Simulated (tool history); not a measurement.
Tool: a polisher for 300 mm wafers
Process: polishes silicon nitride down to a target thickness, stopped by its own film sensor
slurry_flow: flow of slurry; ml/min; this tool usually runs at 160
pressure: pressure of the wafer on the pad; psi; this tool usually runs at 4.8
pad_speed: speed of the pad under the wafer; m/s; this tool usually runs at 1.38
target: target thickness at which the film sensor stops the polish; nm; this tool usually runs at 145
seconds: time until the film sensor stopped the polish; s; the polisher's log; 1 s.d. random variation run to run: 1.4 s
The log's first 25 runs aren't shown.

run     day  slurry_flow  pressure  pad_speed  target  wafers since the last listed run  wafers polished on this pad  hours since the slurry nozzle was cleaned  hours since the head pressure was calibrated  incoming thickness of the incoming film, nm  seconds
 26  50.879          160       4.8       1.38     145                               606                         2249                                      227.1                                         164.1                                        401.5     92.4
 27  52.938          160       4.8       1.38     145                               493                         2742                                      276.5                                         213.5                                        398.0     90.4
 28  54.058          160       4.8       1.38     181                               268                         3011                                      303.4                                         240.4                                        401.2     79.3
 29  55.462          160       4.8       1.38     145                               336                         3348                                      337.1                                         274.1                                        404.8     92.7
 30  57.754          160       3.5       1.80     145                               549                         3897                                      392.1                                         329.1                                        394.3    107.9
     58.629  -- worn pad replaced by a new one
     58.992  -- slurry nozzle cleaned
 31  59.958          110       4.2       0.92     209                               478                          308                                       23.2                                         382.0                                        395.3     96.3
 32  61.029          160       4.8       1.50     205                               256                          565                                       48.9                                         407.7                                        401.9     66.7
 33  62.579          160       4.8       1.38      93                               371                          937                                       86.1                                         444.9                                        407.8    110.3
 34  63.621          185       4.8       1.38     145                               249                         1187                                      111.1                                         469.9                                        399.5     87.2
 35  66.242          135       5.9       1.38     185                               628                         1815                                      174.0                                         532.8                                        395.7     65.8
 36  68.162          195       6.1       1.02     192                               460                         2276                                      220.1                                         578.9                                        401.9     66.1
 37  70.533          135       5.9       1.38     185                               568                         2844                                      277.0                                         635.8                                        397.6     65.7

4 ways to go on from here, each from the tool as it stands after run 37. What would each give?
  A  70.550          160       4.8       1.38     216                                 3                         2848                                      277.4                                         636.2                                        406.9        ?
  B  70.550          205       5.9       1.82      91                                 3                         2848                                      277.4                                         636.2                                        406.9        ?
  C  70.550          160       6.3       1.70     222                                 3                         2848                                      277.4                                         636.2                                        406.9        ?
  D  70.550          160       4.8       1.38     112                                 3                         2848                                      277.4                                         636.2                                        406.9        ?

run  seconds
  A     69.7
  B     76.1
  C     45.7
  D    107.7
What these runs would have given with no unlogged condition in the tool:
run  seconds
  A     66.2
  B     73.0
  C     43.3
  D    102.2
